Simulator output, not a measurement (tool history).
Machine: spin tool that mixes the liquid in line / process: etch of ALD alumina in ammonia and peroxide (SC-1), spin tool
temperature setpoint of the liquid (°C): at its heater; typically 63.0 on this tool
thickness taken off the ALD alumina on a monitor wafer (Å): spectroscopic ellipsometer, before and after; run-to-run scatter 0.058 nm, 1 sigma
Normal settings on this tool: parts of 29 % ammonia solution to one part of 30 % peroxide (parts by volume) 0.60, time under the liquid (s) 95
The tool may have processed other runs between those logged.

run   hour  temperature setpoint of the liquid (°C)  parts of 29 % ammonia solution to one part of 30 % peroxide (parts by volume)  time under the liquid (s)  read-back film thickness of the ALD alumina reference wafer, read on the same gauge (nm)  thickness taken off the ALD alumina on a monitor wafer (Å)
  1    0.0                                     63.0                                                                           0.60                         95                                                                                     49.99                                                       174.0
  2   12.3                                     63.0                                                                           0.60                         95                                                                                     50.00                                                       173.7
  3   29.9                                     55.0                                                                           0.60                         95                                                                                     49.99                                                       115.1
  4   39.3                                     56.0                                                                           0.60                         95                                                                                     50.02                                                       121.0
  5   51.6                                     54.5                                                                           0.60                         95                                                                                     49.98                                                       112.1
  6   63.3                                     63.0                                                                           0.50                        120                                                                                     49.97                                                       215.9
  7   73.4                                     67.0                                                                           0.60                         95                                                                                     49.97                                                       211.2
  8   81.6                                     59.0                                                                           0.35                         95                                                                                     50.02                                                       134.0
  9   97.9                                     69.5                                                                           0.45                        125                                                                                     50.02                                                       305.0
 10  112.7                                     63.0                                                                           0.60                         95                                                                                     50.01                                                       172.3
 11  129.2                                     70.0                                                                           0.60                         55                                                                                     49.98                                                       142.0
 12  144.2                                     63.0                                                                           0.35                         95                                                                                     50.02                                                       164.3
 13  151.8                                     57.0                                                                           0.45                        140                                                                                     49.99                                                       181.4
 14  163.4                                     63.0                                                                           0.90                        145                                                                                     50.01                                                       274.4
 15  174.8                                     63.0                                                                           0.35                         95                                                                                     50.01                                                       163.4
 16  187.8                                     54.5                                                                           0.50                         40                                                                                     50.00                                                        45.9
 17  196.6                                     63.0                                                                           0.50                         95                                                                                     50.03                                                       168.7
 18  209.7                                     63.0                                                                           0.45                         70                                                                                     50.02                                                       123.6
 19  216.2                                     63.0                                                                           0.70                         95                                                                                     50.01                                                       173.9
 20  227.3                                     57.0                                                                           0.85                         95                                                                                     49.99                                                       130.9
 21  242.9                                     59.0                                                                           0.35                         95                                                                                     50.00                                                       133.7
 22  255.5                                     58.5                                                                           0.60                        120                                                                                     49.98                                                       172.5
 23  264.5                                     63.0                                                                           0.60                         95                                                                                     49.97                                                       172.3
 24  277.7                                     53.5                                                                           0.80                        150                                                                                     50.01                                                       169.9
 25  284.4                                     63.0                                                                           0.60                         95                                                                                     49.98                                                       171.8
 26  292.5                                     66.5                                                                           0.85                        135                                                                                     50.02                                                       299.6

Missing from the log above: 3 entries noted between runs. For each, name the pair of listed runs it sits between and say how the tool's hidden condition differs from the listed run just before to the listed run just after:
Runs 1 to 2: gauge calibrated (hour 3.3)
  liquid colder than its thermometer reads (K): 0.0991 -> 0.111
  difference, measured minus the result without the unlogged condition, thickness taken off the ALD alumina on a monitor wafer (Å): -0.8 -> -0.9
Runs 7 to 8: ammonia flow meter replaced (hour 81.1)
  liquid colder than its thermometer reads (K): 0.17 -> 0.178
  difference, measured minus the result without the unlogged condition, thickness taken off the ALD alumina on a monitor wafer (Å): -1.8 -> -1.3
Runs 10 to 11: new drum of ammonia solution connected (hour 126.5)
  liquid colder than its thermometer reads (K): 0.208 -> 0.224
  difference, measured minus the result without the unlogged condition, thickness taken off the ALD alumina on a monitor wafer (Å): -1.9 -> -1.5
